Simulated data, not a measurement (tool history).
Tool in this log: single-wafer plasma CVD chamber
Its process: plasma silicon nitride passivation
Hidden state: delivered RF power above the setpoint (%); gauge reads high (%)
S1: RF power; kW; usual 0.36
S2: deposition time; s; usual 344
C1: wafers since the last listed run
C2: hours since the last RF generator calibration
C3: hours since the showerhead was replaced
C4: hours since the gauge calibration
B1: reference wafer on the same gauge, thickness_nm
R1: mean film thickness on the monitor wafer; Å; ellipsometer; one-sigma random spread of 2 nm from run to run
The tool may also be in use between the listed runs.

run,hour,S1,S2,C1,C2,C3,C4,B1,R1
1,0,0.36,362,0,657.2,6738.5,80.9,390.637,4897
2,18.6,0.36,362,83,675.8,6757.1,99.5,391.018,4926.6
3,43.8,0.36,344,113,701,6782.3,124.7,390.774,4671.14
4,66.7,0.405,344,102,723.9,6805.2,147.6,390.972,4832.72
5,101.1,0.405,344,154,758.3,6839.6,182,390.773,4849.42
6,136.8,0.36,344,160,794,6875.3,217.7,391.371,4654.66
7,152.7,0.36,344,71,809.9,6891.2,233.6,391.328,4655.52
8,201,0.395,344,216,858.2,6939.5,281.9,390.883,4799.34
9,231.4,0.395,344,136,888.6,6969.9,312.3,391.408,4803.67
10,276.3,0.395,344,201,933.5,7014.8,357.2,390.962,4770.64
# hour 369.8: showerhead replaced
11,370.3,0.36,326,386,1027.5,0.5,451.2,390.88,4440.12
12,389.2,0.36,326,84,1046.4,19.4,470.1,390.463,4376.93
13,406,0.36,344,75,1063.2,36.2,486.9,390.639,4626.71
14,487.9,0.36,344,367,1145.1,118.1,568.8,391.188,4618.65
15,519.4,0.42,278,141,1176.6,149.6,600.3,391.181,3924
16,537.9,0.335,326,83,1195.1,168.1,618.8,390.591,4253.64
# hour 569.2: RF generator calibrated
17,569.7,0.4,378,106,0.5,199.9,650.6,390.448,5428.8
18,580.6,0.43,344,48,11.4,210.8,661.5,391.312,5068.6
19,608.7,0.34,404,126,39.5,238.9,689.6,390.887,5478.86
20,631.8,0.36,344,103,62.6,262,712.7,391.453,4776.94
# hour 648.3: gauge calibrated
21,648.4,0.36,344,74,79.2,278.6,0.1,391.276,4778.18
22,661.1,0.395,344,57,91.9,291.3,12.8,390.677,4935.16
23,682.6,0.36,344,96,113.4,312.8,34.3,391.208,4770.32
24,696.7,0.335,344,63,127.5,326.9,48.4,390.974,4656.54
25,719.9,0.36,344,104,150.7,350.1,71.6,391.033,4778.37
26,750.1,0.335,299,135,180.9,380.3,101.8,391.254,4063.54
27,779.7,0.29,283,132,210.5,409.9,131.4,391.326,3626.48
28,796.1,0.425,302,73,226.9,426.3,147.8,391.318,4418.06
29,827.3,0.36,344,140,258.1,457.5,179,391.628,4762.74

Consider 3 possible next runs. They are alternatives, not a sequence: every one starts from the tool as it was left by run 29. What does each give?
A,827.8,0.3,344,2,258.6,458,179.5,?,?
B,827.8,0.36,393,2,258.6,458,179.5,?,?
C,827.8,0.3,306,2,258.6,458,179.5,?,?

run,B1,R1
A,391.346,4478.35
B,391.346,5437.79
C,391.346,3983.65
Without the tool's hidden state the same runs would have given:
run,R1
A,4507.96
B,5473.74
C,4009.98
